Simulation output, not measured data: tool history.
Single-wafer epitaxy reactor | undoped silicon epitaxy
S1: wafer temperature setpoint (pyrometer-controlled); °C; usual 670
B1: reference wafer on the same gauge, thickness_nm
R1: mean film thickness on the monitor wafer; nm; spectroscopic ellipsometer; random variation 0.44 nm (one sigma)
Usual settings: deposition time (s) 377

run 1 hour=0 | S1=670 deposition_time_(s)=432 | B1=100.675 | R1=96.873
run 2 hour=74.1 | S1=670 deposition_time_(s)=432 | B1=100.354 | R1=96.797
run 3 hour=101.2 | S1=670 deposition_time_(s)=377 | B1=100.591 | R1=83.961
run 4 hour=137 | S1=670 deposition_time_(s)=377 | B1=100.826 | R1=83.33
run 5 hour=151.8 | S1=670 deposition_time_(s)=377 | B1=100.808 | R1=84.063
run 6 hour=182.4 | S1=670 deposition_time_(s)=377 | B1=100.553 | R1=83.508
run 7 hour=214.5 | S1=670 deposition_time_(s)=377 | B1=100.682 | R1=83.249
run 8 hour=233.1 | S1=670 deposition_time_(s)=408 | B1=100.802 | R1=89.952
run 9 hour=247.8 | S1=670 deposition_time_(s)=408 | B1=100.384 | R1=89.918
run 10 hour=279.9 | S1=670 deposition_time_(s)=408 | B1=100.851 | R1=89.432
run 11 hour=294.3 | S1=670 deposition_time_(s)=377 | B1=100.43 | R1=82.784
run 12 hour=336.5 | S1=670 deposition_time_(s)=322 | B1=100.593 | R1=70.632
run 13 hour=360.1 | S1=670 deposition_time_(s)=377 | B1=100.645 | R1=82.321
run 14 hour=378 | S1=670 deposition_time_(s)=377 | B1=100.624 | R1=82.242
run 15 hour=405.7 | S1=670 deposition_time_(s)=377 | B1=100.542 | R1=82.199
run 16 hour=428.1 | S1=670 deposition_time_(s)=377 | B1=100.761 | R1=93.528
run 17 hour=437.9 | S1=670 deposition_time_(s)=377 | B1=100.727 | R1=94.145
run 18 hour=455 | S1=675 deposition_time_(s)=413 | B1=100.749 | R1=116.615
run 19 hour=467.5 | S1=661 deposition_time_(s)=429 | B1=100.757 | R1=85.882
run 20 hour=502.2 | S1=664 deposition_time_(s)=310 | B1=100.455 | R1=67.093
run 21 hour=532.4 | S1=677 deposition_time_(s)=307 | B1=100.804 | R1=90.12
run 22 hour=553.5 | S1=670 deposition_time_(s)=377 | B1=100.816 | R1=94.301
run 23 hour=580.9 | S1=655 deposition_time_(s)=397 | B1=100.777 | R1=68.762
run 24 hour=594.4 | S1=670 deposition_time_(s)=377 | B1=100.801 | R1=94.397
run 25 hour=659.2 | S1=661 deposition_time_(s)=424 | B1=100.564 | R1=85.231
run 26 hour=693.5 | S1=670 deposition_time_(s)=377 | B1=100.525 | R1=93.998
run 27 hour=715.3 | S1=665 deposition_time_(s)=415 | B1=100.603 | R1=92.152
run 28 hour=734.1 | S1=666 deposition_time_(s)=312 | B1=100.582 | R1=70.39
run 29 hour=754.9 | S1=670 deposition_time_(s)=377 | B1=100.665 | R1=94.447
run 30 hour=788.7 | S1=670 deposition_time_(s)=377 | B1=100.814 | R1=93.14
run 31 hour=806.9 | S1=670 deposition_time_(s)=377 | B1=100.899 | R1=93.194
run 32 hour=834.3 | S1=670 deposition_time_(s)=377 | B1=100.671 | R1=93.94
run 33 hour=848.7 | S1=683 deposition_time_(s)=357 | B1=100.629 | R1=120.055
run 34 hour=865.2 | S1=660 deposition_time_(s)=421 | B1=100.678 | R1=82.541
run 35 hour=896.2 | S1=655 deposition_time_(s)=324 | B1=100.618 | R1=55.884
run 36 hour=917.1 | S1=678 deposition_time_(s)=432 | B1=100.649 | R1=128.006
run 37 hour=949 | S1=670 deposition_time_(s)=377 | B1=100.615 | R1=93.045

Not shown: 2 entries that the log had between the listed runs. Between which runs, and how does the tool's hidden state differ before and after?
Between runs 15 and 16: pyrometer calibrated (hour 427.6)
  wafer temperature above the value expected at the setpoint (K): -5.06 -> 0.748
  measured less the result without the state, R1: -10.585 -> +1.649 nm
Between runs 25 and 26: gauge calibrated (hour 685.4)
  wafer temperature above the value expected at the setpoint (K): 0.708 -> 0.695
  measured less the result without the state, R1: +1.453 -> +1.54 nm
